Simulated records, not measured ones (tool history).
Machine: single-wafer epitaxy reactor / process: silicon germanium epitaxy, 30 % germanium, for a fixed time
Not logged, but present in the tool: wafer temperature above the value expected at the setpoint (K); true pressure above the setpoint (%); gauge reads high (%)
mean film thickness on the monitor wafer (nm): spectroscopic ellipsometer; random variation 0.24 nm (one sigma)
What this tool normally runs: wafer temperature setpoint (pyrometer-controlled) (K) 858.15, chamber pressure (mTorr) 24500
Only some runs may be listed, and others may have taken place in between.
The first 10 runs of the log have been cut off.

| run | day | wafer temperature setpoint (pyrometer-controlled) (K) | chamber pressure (mTorr) | wafers since the last listed run | hours since the last pyrometer calibration | hours since the last manometer calibration | hours since the showerhead was replaced | hours since the gauge calibration | read-back reference wafer on the same gauge, thickness_nm | mean film thickness on the monitor wafer (nm) |
|---|---|---|---|---|---|---|---|---|---|---|
| 11 | 9.479 | 858.15 | 27500 | 160 | 2963 | 899.9 | 4450.6 | 336.5 | 39.76 | 53.838 |
| 12 | 9.992 | 858.15 | 20300 | 164 | 2975.3 | 912.2 | 4462.9 | 348.8 | 39.773 | 44.056 |
| 13 | 10.6 | 858.15 | 20300 | 194 | 2989.9 | 926.8 | 4477.5 | 363.4 | 39.865 | 44.154 |
|  | 11.088 | gauge calibrated |
| 14 | 12.067 | 858.15 | 24500 | 469 | 3025.1 | 962 | 4512.7 | 23.5 | 39.83 | 49.996 |
| 15 | 13.354 | 858.15 | 24500 | 412 | 3056 | 992.9 | 4543.6 | 54.4 | 39.827 | 49.655 |
| 16 | 14.271 | 848.15 | 19200 | 293 | 3078 | 1014.9 | 4565.6 | 76.4 | 39.826 | 33.868 |
| 17 | 15.154 | 858.15 | 27500 | 282 | 3099.2 | 1036.1 | 4586.8 | 97.6 | 39.775 | 53.118 |
| 18 | 15.8 | 858.15 | 20300 | 206 | 3114.7 | 1051.6 | 4602.3 | 113.1 | 39.89 | 43.611 |
|  | 16.271 | pyrometer calibrated |
|  | 16.425 | capacitance manometer re-zeroed and calibrated |
| 19 | 18.812 | 872.15 | 24500 | 808 | 61 | 57.3 | 4674.6 | 185.4 | 39.779 | 62.102 |
| 20 | 20.262 | 849.15 | 24500 | 464 | 95.8 | 92.1 | 4709.4 | 220.2 | 39.841 | 37.971 |
| 21 | 21.483 | 858.15 | 24500 | 391 | 125.1 | 121.4 | 4738.7 | 249.5 | 39.81 | 47.022 |
| 22 | 22.075 | 858.15 | 24500 | 189 | 139.3 | 135.6 | 4752.9 | 263.7 | 39.812 | 46.872 |
| 23 | 25.483 | 862.15 | 28200 | 1091 | 221.1 | 217.4 | 4834.7 | 345.5 | 39.79 | 56.549 |
|  | 26.35 | showerhead replaced |
| 24 | 26.508 | 853.15 | 21500 | 221 | 245.7 | 242 | 3.8 | 370.1 | 39.796 | 38.948 |
|  | 26.604 | gauge calibrated |
| 25 | 27.488 | 863.15 | 22500 | 313 | 269.2 | 265.5 | 27.3 | 21.2 | 39.699 | 49.207 |
| 26 | 28.346 | 865.15 | 21100 | 274 | 289.8 | 286.1 | 47.9 | 41.8 | 39.819 | 49.703 |
| 27 | 29.788 | 858.15 | 24500 | 461 | 324.4 | 320.7 | 82.5 | 76.4 | 39.857 | 47.247 |
| 28 | 30.329 | 858.15 | 27900 | 173 | 337.4 | 333.7 | 95.5 | 89.4 | 39.713 | 51.598 |
| 29 | 31.162 | 864.15 | 22000 | 266 | 357.4 | 353.7 | 115.5 | 109.4 | 39.786 | 50.249 |
| 30 | 33.558 | 850.15 | 19400 | 767 | 414.9 | 411.2 | 173 | 166.9 | 39.824 | 34.208 |
| 31 | 34.954 | 870.15 | 19000 | 447 | 448.4 | 444.7 | 206.5 | 200.4 | 39.845 | 51.828 |

Forecast each of these 4 alternatives for the next run:
| A | 34.971 | 858.15 | 24500 | 5 | 448.8 | 445.1 | 206.9 | 200.8 | ? | ? |
| B | 34.971 | 850.15 | 30300 | 5 | 448.8 | 445.1 | 206.9 | 200.8 | ? | ? |
| C | 34.971 | 858.15 | 22700 | 5 | 448.8 | 445.1 | 206.9 | 200.8 | ? | ? |
| D | 34.971 | 845.15 | 28000 | 5 | 448.8 | 445.1 | 206.9 | 200.8 | ? | ? |

| run | read-back reference wafer on the same gauge, thickness_nm | mean film thickness on the monitor wafer (nm) |
|---|---|---|
| A | 39.844 | 47.414 |
| B | 39.844 | 45.231 |
| C | 39.844 | 45.154 |
| D | 39.844 | 38.719 |
With no hidden state in the tool, these same runs would have given:
| run | mean film thickness on the monitor wafer (nm) |
|---|---|
| A | 45.086 |
| B | 42.961 |
| C | 42.938 |
| D | 36.748 |
